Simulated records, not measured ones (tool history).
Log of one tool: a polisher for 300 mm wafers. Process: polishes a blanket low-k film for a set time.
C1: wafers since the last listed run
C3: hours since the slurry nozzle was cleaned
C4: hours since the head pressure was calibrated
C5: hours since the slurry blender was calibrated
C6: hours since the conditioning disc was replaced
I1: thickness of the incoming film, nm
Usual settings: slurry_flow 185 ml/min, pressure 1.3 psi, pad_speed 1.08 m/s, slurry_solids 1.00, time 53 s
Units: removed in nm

{"run": 1, "hour": 0.0, "slurry_flow": 185, "pressure": 1.3, "pad_speed": 1.08, "slurry_solids": 1.0, "time": 53, "C1": 0, "wafers polished on this pad": 404, "C3": 70.3, "C4": 473.0, "C5": 112.5, "C6": 49.0, "I1": 697.7, "removed": 17.3}
{"run": 2, "hour": 49.7, "slurry_flow": 185, "pressure": 1.3, "pad_speed": 1.08, "slurry_solids": 1.0, "time": 53, "C1": 697, "wafers polished on this pad": 1102, "C3": 120.0, "C4": 522.7, "C5": 162.2, "C6": 98.7, "I1": 699.8, "removed": 17.5}
{"hour": 62.3, "done": "slurry blender recalibrated"}
{"run": 3, "hour": 81.3, "slurry_flow": 185, "pressure": 1.3, "pad_speed": 1.08, "slurry_solids": 1.0, "time": 53, "C1": 415, "wafers polished on this pad": 1517, "C3": 151.6, "C4": 554.3, "C5": 19.0, "C6": 130.3, "I1": 698.7, "removed": 16.5}
{"run": 4, "hour": 127.7, "slurry_flow": 185, "pressure": 1.3, "pad_speed": 1.08, "slurry_solids": 1.0, "time": 53, "C1": 651, "wafers polished on this pad": 2169, "C3": 198.0, "C4": 600.7, "C5": 65.4, "C6": 176.7, "I1": 685.7, "removed": 16.2}
{"hour": 133.6, "done": "worn pad replaced by a new one"}
{"hour": 172.5, "done": "conditioning disc replaced and pad reconditioned"}
{"run": 5, "hour": 190.9, "slurry_flow": 185, "pressure": 1.3, "pad_speed": 1.08, "slurry_solids": 1.0, "time": 62, "C1": 802, "wafers polished on this pad": 775, "C3": 261.2, "C4": 663.9, "C5": 128.6, "C6": 18.4, "I1": 700.8, "removed": 17.7}
{"run": 6, "hour": 241.4, "slurry_flow": 185, "pressure": 1.3, "pad_speed": 1.08, "slurry_solids": 1.0, "time": 62, "C1": 708, "wafers polished on this pad": 1484, "C3": 311.7, "C4": 714.4, "C5": 179.1, "C6": 68.9, "I1": 695.1, "removed": 18.1}
{"hour": 270.1, "done": "slurry blender recalibrated"}
{"run": 7, "hour": 275.9, "slurry_flow": 185, "pressure": 1.3, "pad_speed": 1.08, "slurry_solids": 1.0, "time": 62, "C1": 456, "wafers polished on this pad": 1941, "C3": 346.2, "C4": 748.9, "C5": 5.8, "C6": 103.4, "I1": 700.1, "removed": 17.7}
{"run": 8, "hour": 305.8, "slurry_flow": 185, "pressure": 1.3, "pad_speed": 1.08, "slurry_solids": 1.0, "time": 53, "C1": 419, "wafers polished on this pad": 2360, "C3": 376.1, "C4": 778.8, "C5": 35.7, "C6": 133.3, "I1": 707.9, "removed": 15.1}
{"hour": 323.5, "done": "worn pad replaced by a new one"}
{"hour": 323.9, "done": "conditioning disc replaced and pad reconditioned, repeated, since the last time left the tool worse"}
{"hour": 367.5, "done": "slurry nozzle cleaned"}
{"hour": 369.0, "done": "head pressure recalibrated"}
{"hour": 458.0, "done": "slurry blender recalibrated"}
{"run": 9, "hour": 488.0, "slurry_flow": 185, "pressure": 1.3, "pad_speed": 1.08, "slurry_solids": 1.0, "time": 53, "C1": 2433, "wafers polished on this pad": 2241, "C3": 120.5, "C4": 119.0, "C5": 30.0, "C6": 164.1, "I1": 696.4, "removed": 16.7}
{"hour": 498.5, "done": "conditioning disc replaced and pad reconditioned"}
{"hour": 518.6, "done": "worn pad replaced by a new one"}
{"run": 10, "hour": 549.0, "slurry_flow": 185, "pressure": 1.3, "pad_speed": 1.08, "slurry_solids": 1.0, "time": 53, "C1": 772, "wafers polished on this pad": 426, "C3": 181.5, "C4": 180.0, "C5": 91.0, "C6": 50.5, "I1": 707.0, "removed": 16.9}
{"run": 11, "hour": 600.1, "slurry_flow": 185, "pressure": 1.3, "pad_speed": 1.08, "slurry_solids": 1.15, "time": 42, "C1": 717, "wafers polished on this pad": 1143, "C3": 232.6, "C4": 231.1, "C5": 142.1, "C6": 101.6, "I1": 696.4, "removed": 14.5}
{"run": 12, "hour": 638.3, "slurry_flow": 185, "pressure": 1.3, "pad_speed": 1.08, "slurry_solids": 1.0, "time": 53, "C1": 536, "wafers polished on this pad": 1680, "C3": 270.8, "C4": 269.3, "C5": 180.3, "C6": 139.8, "I1": 698.1, "removed": 16.2}
{"hour": 641.6, "done": "slurry blender recalibrated"}
{"run": 13, "hour": 671.0, "slurry_flow": 185, "pressure": 1.3, "pad_speed": 0.94, "slurry_solids": 1.0, "time": 53, "C1": 430, "wafers polished on this pad": 2111, "C3": 303.5, "C4": 302.0, "C5": 29.4, "C6": 172.5, "I1": 692.1, "removed": 14.4}
{"hour": 689.8, "done": "worn pad replaced by a new one"}
{"run": 14, "hour": 708.0, "slurry_flow": 185, "pressure": 1.8, "pad_speed": 1.08, "slurry_solids": 0.9, "time": 53, "C1": 463, "wafers polished on this pad": 255, "C3": 340.5, "C4": 339.0, "C5": 66.4, "C6": 209.5, "I1": 698.3, "removed": 20.2}
{"hour": 713.7, "done": "conditioning disc replaced and pad reconditioned"}
{"run": 15, "hour": 736.2, "slurry_flow": 185, "pressure": 1.3, "pad_speed": 1.36, "slurry_solids": 1.0, "time": 62, "C1": 367, "wafers polished on this pad": 623, "C3": 368.7, "C4": 367.2, "C5": 94.6, "C6": 22.5, "I1": 695.5, "removed": 24.5}
{"hour": 821.6, "done": "slurry blender recalibrated"}
{"run": 16, "hour": 841.8, "slurry_flow": 130, "pressure": 1.3, "pad_speed": 1.08, "slurry_solids": 1.1, "time": 53, "C1": 1454, "wafers polished on this pad": 2077, "C3": 474.3, "C4": 472.8, "C5": 20.2, "C6": 128.1, "I1": 712.3, "removed": 17.3}
{"hour": 863.3, "done": "worn pad replaced by a new one"}
{"hour": 875.2, "done": "slurry nozzle cleaned"}
{"run": 17, "hour": 884.4, "slurry_flow": 185, "pressure": 1.3, "pad_speed": 1.08, "slurry_solids": 1.0, "time": 53, "C1": 527, "wafers polished on this pad": 282, "C3": 9.2, "C4": 515.4, "C5": 62.8, "C6": 170.7, "I1": 700.0, "removed": 16.3}
{"hour": 908.2, "done": "conditioning disc replaced and pad reconditioned"}
{"run": 18, "hour": 938.9, "slurry_flow": 185, "pressure": 1.3, "pad_speed": 1.08, "slurry_solids": 1.25, "time": 53, "C1": 737, "wafers polished on this pad": 1019, "C3": 63.7, "C4": 569.9, "C5": 117.3, "C6": 30.7, "I1": 704.2, "removed": 19.5}

Hidden state or all else? Some run-to-run changes of removed, split into what the settings, what came in and random variation would give without the hidden state, and what is left for the hidden state (with any gauge scatter that isn't in both results):
The hidden state here: removal rate lost through wear of the pad, %; slurry flow missing at the pad, %; deviation of the head's pressure from its setpoint, %; abrasive missing from the slurry, %; time polished since the conditioner stopped cutting, s.
Run 14 -> 15: pressure 1.8 -> 1.3, pad_speed 1.08 -> 1.36, slurry_solids 0.90 -> 1.00, time 53 -> 62, conditioning disc replaced and pad reconditioned. removed +4.3 nm: hidden state +2.2, all else +2.1.
Run 15 -> 16: slurry_flow 185 -> 130, pad_speed 1.36 -> 1.08, slurry_solids 1.00 -> 1.10, time 62 -> 53, slurry blender recalibrated. removed -7.2 nm: hidden state -0.5, all else -6.7.
